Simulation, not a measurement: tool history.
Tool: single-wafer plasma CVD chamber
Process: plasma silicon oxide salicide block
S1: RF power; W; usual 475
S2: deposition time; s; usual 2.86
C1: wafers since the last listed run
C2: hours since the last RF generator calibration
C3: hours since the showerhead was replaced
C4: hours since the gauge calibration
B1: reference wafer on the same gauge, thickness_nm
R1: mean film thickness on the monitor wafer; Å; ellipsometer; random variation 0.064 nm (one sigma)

{"run": 1, "hour": 0.0, "S1": 475, "S2": 2.62, "C1": 0, "C2": 965.5, "C3": 7107.3, "C4": 514.6, "B1": 30.797, "R1": 235.92}
{"run": 2, "hour": 17.1, "S1": 475, "S2": 2.62, "C1": 703, "C2": 982.6, "C3": 7124.4, "C4": 531.7, "B1": 30.804, "R1": 234.99}
{"run": 3, "hour": 45.2, "S1": 475, "S2": 2.62, "C1": 1155, "C2": 1010.7, "C3": 7152.5, "C4": 559.8, "B1": 30.801, "R1": 235.73}
{"run": 4, "hour": 66.4, "S1": 405, "S2": 2.52, "C1": 872, "C2": 1031.9, "C3": 7173.7, "C4": 581.0, "B1": 30.79, "R1": 218.41}
{"run": 5, "hour": 100.9, "S1": 405, "S2": 2.52, "C1": 1419, "C2": 1066.4, "C3": 7208.2, "C4": 615.5, "B1": 30.822, "R1": 218.61}
{"run": 6, "hour": 135.7, "S1": 405, "S2": 2.52, "C1": 1431, "C2": 1101.2, "C3": 7243.0, "C4": 650.3, "B1": 30.823, "R1": 218.83}
{"run": 7, "hour": 158.3, "S1": 475, "S2": 2.86, "C1": 929, "C2": 1123.8, "C3": 7265.6, "C4": 672.9, "B1": 30.799, "R1": 256.73}
{"run": 8, "hour": 247.6, "S1": 475, "S2": 2.86, "C1": 3673, "C2": 1213.1, "C3": 7354.9, "C4": 762.2, "B1": 30.771, "R1": 256.19}
{"run": 9, "hour": 274.3, "S1": 475, "S2": 2.86, "C1": 1098, "C2": 1239.8, "C3": 7381.6, "C4": 788.9, "B1": 30.805, "R1": 255.95}
{"run": 10, "hour": 294.4, "S1": 475, "S2": 2.86, "C1": 826, "C2": 1259.9, "C3": 7401.7, "C4": 809.0, "B1": 30.803, "R1": 254.78}
{"run": 11, "hour": 327.0, "S1": 475, "S2": 2.86, "C1": 1340, "C2": 1292.5, "C3": 7434.3, "C4": 841.6, "B1": 30.82, "R1": 255.52}
{"run": 12, "hour": 358.2, "S1": 475, "S2": 2.86, "C1": 1283, "C2": 1323.7, "C3": 7465.5, "C4": 872.8, "B1": 30.801, "R1": 255.3}
{"run": 13, "hour": 374.9, "S1": 475, "S2": 2.86, "C1": 686, "C2": 1340.4, "C3": 7482.2, "C4": 889.5, "B1": 30.799, "R1": 256.11}
{"run": 14, "hour": 399.8, "S1": 475, "S2": 2.86, "C1": 1024, "C2": 1365.3, "C3": 7507.1, "C4": 914.4, "B1": 30.802, "R1": 256.16}
{"run": 15, "hour": 413.1, "S1": 475, "S2": 2.86, "C1": 547, "C2": 1378.6, "C3": 7520.4, "C4": 927.7, "B1": 30.808, "R1": 255.27}
{"run": 16, "hour": 432.2, "S1": 410, "S2": 2.73, "C1": 785, "C2": 1397.7, "C3": 7539.5, "C4": 946.8, "B1": 30.808, "R1": 236.88}
{"run": 17, "hour": 454.5, "S1": 410, "S2": 2.73, "C1": 917, "C2": 1420.0, "C3": 7561.8, "C4": 969.1, "B1": 30.78, "R1": 236.97}
{"run": 18, "hour": 479.9, "S1": 410, "S2": 2.73, "C1": 1044, "C2": 1445.4, "C3": 7587.2, "C4": 994.5, "B1": 30.799, "R1": 236.77}
{"run": 19, "hour": 502.2, "S1": 445, "S2": 2.86, "C1": 917, "C2": 1467.7, "C3": 7609.5, "C4": 1016.8, "B1": 30.804, "R1": 252.99}
{"run": 20, "hour": 528.5, "S1": 445, "S2": 2.86, "C1": 1081, "C2": 1494.0, "C3": 7635.8, "C4": 1043.1, "B1": 30.793, "R1": 251.74}
{"run": 21, "hour": 545.0, "S1": 445, "S2": 2.86, "C1": 678, "C2": 1510.5, "C3": 7652.3, "C4": 1059.6, "B1": 30.829, "R1": 252.65}
{"run": 22, "hour": 565.1, "S1": 410, "S2": 2.73, "C1": 826, "C2": 1530.6, "C3": 7672.4, "C4": 1079.7, "B1": 30.8, "R1": 236.85}
{"hour": 601.1, "done": "showerhead replaced"}
{"run": 23, "hour": 601.6, "S1": 420, "S2": 2.38, "C1": 1172, "C2": 1567.1, "C3": 0.5, "C4": 1116.2, "B1": 30.789, "R1": 207.05}
{"run": 24, "hour": 612.2, "S1": 475, "S2": 2.86, "C1": 436, "C2": 1577.7, "C3": 11.1, "C4": 1126.8, "B1": 30.783, "R1": 256.68}
{"run": 25, "hour": 630.2, "S1": 390, "S2": 2.58, "C1": 740, "C2": 1595.7, "C3": 29.1, "C4": 1144.8, "B1": 30.781, "R1": 220.85}
{"run": 26, "hour": 660.9, "S1": 530, "S2": 2.52, "C1": 1262, "C2": 1626.4, "C3": 59.8, "C4": 1175.5, "B1": 30.812, "R1": 231.36}
{"run": 27, "hour": 678.1, "S1": 475, "S2": 2.71, "C1": 707, "C2": 1643.6, "C3": 77.0, "C4": 1192.7, "B1": 30.787, "R1": 240.73}
{"run": 28, "hour": 690.3, "S1": 420, "S2": 2.86, "C1": 501, "C2": 1655.8, "C3": 89.2, "C4": 1204.9, "B1": 30.822, "R1": 248.84}
{"run": 29, "hour": 721.1, "S1": 450, "S2": 2.38, "C1": 1266, "C2": 1686.6, "C3": 120.0, "C4": 1235.7, "B1": 30.799, "R1": 210.16}
{"hour": 737.1, "done": "RF generator calibrated"}
{"run": 30, "hour": 742.7, "S1": 450, "S2": 2.67, "C1": 559, "C2": 5.6, "C3": 141.6, "C4": 1257.3, "B1": 30.78, "R1": 239.65}
{"run": 31, "hour": 764.4, "S1": 450, "S2": 3.12, "C1": 892, "C2": 27.3, "C3": 163.3, "C4": 1279.0, "B1": 30.794, "R1": 279.97}
{"run": 32, "hour": 797.4, "S1": 385, "S2": 3.11, "C1": 1357, "C2": 60.3, "C3": 196.3, "C4": 1312.0, "B1": 30.811, "R1": 269.88}
{"hour": 809.5, "done": "gauge calibrated"}
{"run": 33, "hour": 820.2, "S1": 395, "S2": 2.47, "C1": 937, "C2": 83.1, "C3": 219.1, "C4": 10.7, "B1": 30.791, "R1": 215.24}
{"run": 34, "hour": 848.2, "S1": 450, "S2": 2.38, "C1": 1151, "C2": 111.1, "C3": 247.1, "C4": 38.7, "B1": 30.813, "R1": 213.23}
{"run": 35, "hour": 870.2, "S1": 515, "S2": 3.42, "C1": 904, "C2": 133.1, "C3": 269.1, "C4": 60.7, "B1": 30.774, "R1": 316.8}
{"run": 36, "hour": 899.6, "S1": 385, "S2": 2.86, "C1": 1209, "C2": 162.5, "C3": 298.5, "C4": 90.1, "B1": 30.783, "R1": 247.78}
{"run": 37, "hour": 926.7, "S1": 450, "S2": 2.86, "C1": 1114, "C2": 189.6, "C3": 325.6, "C4": 117.2, "B1": 30.794, "R1": 256.63}
{"run": 38, "hour": 959.4, "S1": 410, "S2": 2.73, "C1": 1345, "C2": 222.3, "C3": 358.3, "C4": 149.9, "B1": 30.792, "R1": 240.41}
{"run": 39, "hour": 988.8, "S1": 435, "S2": 3.13, "C1": 1209, "C2": 251.7, "C3": 387.7, "C4": 179.3, "B1": 30.798, "R1": 277.2}
{"run": 40, "hour": 1020.3, "S1": 475, "S2": 2.41, "C1": 1295, "C2": 283.2, "C3": 419.2, "C4": 210.8, "B1": 30.818, "R1": 218.62}
{"run": 41, "hour": 1041.3, "S1": 475, "S2": 2.57, "C1": 863, "C2": 304.2, "C3": 440.2, "C4": 231.8, "B1": 30.784, "R1": 232.67}
{"run": 42, "hour": 1062.6, "S1": 400, "S2": 3.39, "C1": 876, "C2": 325.5, "C3": 461.5, "C4": 253.1, "B1": 30.789, "R1": 295.39}
{"run": 43, "hour": 1097.4, "S1": 450, "S2": 2.52, "C1": 1431, "C2": 360.3, "C3": 496.3, "C4": 287.9, "B1": 30.8, "R1": 225.4}
{"run": 44, "hour": 1124.6, "S1": 510, "S2": 3.07, "C1": 1118, "C2": 387.5, "C3": 523.5, "C4": 315.1, "B1": 30.776, "R1": 281.94}

Forecast each of these 4 alternatives for the next run:
{"run": "A", "hour": 1125.0, "S1": 475, "S2": 2.86, "C1": 16, "C2": 387.9, "C3": 523.9, "C4": 315.5, "B1": "?", "R1": "?"}
{"run": "B", "hour": 1125.0, "S1": 550, "S2": 3.36, "C1": 16, "C2": 387.9, "C3": 523.9, "C4": 315.5, "B1": "?", "R1": "?"}
{"run": "C", "hour": 1125.0, "S1": 440, "S2": 2.7, "C1": 16, "C2": 387.9, "C3": 523.9, "C4": 315.5, "B1": "?", "R1": "?"}
{"run": "D", "hour": 1125.0, "S1": 415, "S2": 3.25, "C1": 16, "C2": 387.9, "C3": 523.9, "C4": 315.5, "B1": "?", "R1": "?"}

run=A B1=30.792 R1=258.68
run=B B1=30.792 R1=314.27
run=C B1=30.792 R1=240.09
run=D B1=30.792 R1=285.32
Without the tool's hidden state the same runs would have given:
run=A R1=259.76
run=B R1=315.58
run=C R1=241.09
run=D R1=286.51

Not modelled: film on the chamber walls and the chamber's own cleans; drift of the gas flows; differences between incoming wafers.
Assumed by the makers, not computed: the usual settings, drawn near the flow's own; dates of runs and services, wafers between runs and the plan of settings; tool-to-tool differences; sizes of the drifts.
